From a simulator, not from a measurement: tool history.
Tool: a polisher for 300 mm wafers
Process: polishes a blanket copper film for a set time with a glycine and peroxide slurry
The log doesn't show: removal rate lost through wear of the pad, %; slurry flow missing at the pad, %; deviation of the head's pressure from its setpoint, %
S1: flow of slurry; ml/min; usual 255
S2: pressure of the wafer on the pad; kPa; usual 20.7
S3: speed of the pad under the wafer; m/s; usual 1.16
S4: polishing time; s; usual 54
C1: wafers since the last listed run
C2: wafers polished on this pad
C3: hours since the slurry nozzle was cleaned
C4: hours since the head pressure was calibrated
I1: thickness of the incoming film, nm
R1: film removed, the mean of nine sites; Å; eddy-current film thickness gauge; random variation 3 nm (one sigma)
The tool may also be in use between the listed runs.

run    hour   S1    S2    S3  S4    C1    C2     C3     C4      I1    R1
  1       0  255  20.7  1.16  54     0   696  285.9  540.7  2374.6  3468
  2      58  255  20.7  1.16  54   725  1422  343.9  598.7    2386  3347
  3   109.2  255  20.7  1.16  54   640  2062  395.1  649.9  2413.9  3336
      138.3  -- worn pad replaced by a new one
  4   173.9  255  20.7  1.16  54   759   445  459.8  714.6  2414.2  3441
  5   221.9  255  22.1  1.16  54   600  1046  507.8  762.6  2372.4  3594
  6   265.3  255  22.1  1.16  54   543  1589  551.2    806    2359  3587
  7   300.4  255  22.1  1.16  54   439  2028  586.3  841.1  2392.2  3507
      335.7  -- worn pad replaced by a new one
      400.1  -- slurry nozzle cleaned
  8   449.3  255  20.7  0.98  54  1800  1408   49.2    990  2408.9  2629
      466.5  -- head pressure recalibrated
      508.7  -- worn pad replaced by a new one, repeated, since the last time left the tool worse
  9   512.7  255  20.7  0.98  54   718    50  112.6   46.2  2408.3  3042
 10   579.1  255  24.1  1.16  54   830   881    179  112.6  2396.1  3942
 11     606  205  18.6   0.9  39   336  1217  205.9  139.5  2380.4  1804
 12   645.3  255  20.7  0.86  66   491  1709  245.2  178.8  2346.4  3159
      716.1  -- worn pad replaced by a new one
 13   717.1  255  20.7   0.8  54   848    11    317  250.6  2452.3  2586
 14   786.4  290  17.9  1.54  65   867   879  386.3  319.9  2368.9  4742
 15   817.9  300  24.8  1.16  64   394  1273  417.8  351.4  2432.9  4858
 16     854  315  15.2  0.92  66   451  1724  453.9  387.5  2378.3  2674
      905.1  -- worn pad replaced by a new one
 17     912  255  20.7  1.16  46   675    86  511.9  445.5  2400.1  3026
 18   973.5  255  20.7  1.16  54   769   856  573.4    507    2397  3481
      989.8  -- slurry nozzle cleaned
 19  1032.7  290  20.7  1.16  39   728  1584   42.9  566.2  2432.2  2502
 20  1060.6  255  20.7  1.16  54   349  1933   70.8  594.1  2438.8  3382

5 ways to go on from here, each from the tool as it stands after run 20. What would each give?
  A  1061  255  23.4  1.16  54   5  1938  71.2  594.5  2386.6   ?
  B  1061  185  20.7  1.16  54   5  1938  71.2  594.5  2386.6   ?
  C  1061  195  13.8   1.3  54   5  1938  71.2  594.5  2386.6   ?
  D  1061  255  25.5  1.16  48   5  1938  71.2  594.5  2386.6   ?
  E  1061  255  15.9   1.5  44   5  1938  71.2  594.5  2386.6   ?

run    R1
  A  3804
  B  3323
  C  2617
  D  3641
  E  2762
Without the tool's hidden state the same runs would have given:
run    R1
  A  4009
  B  3502
  C  2758
  D  3837
  E  2911

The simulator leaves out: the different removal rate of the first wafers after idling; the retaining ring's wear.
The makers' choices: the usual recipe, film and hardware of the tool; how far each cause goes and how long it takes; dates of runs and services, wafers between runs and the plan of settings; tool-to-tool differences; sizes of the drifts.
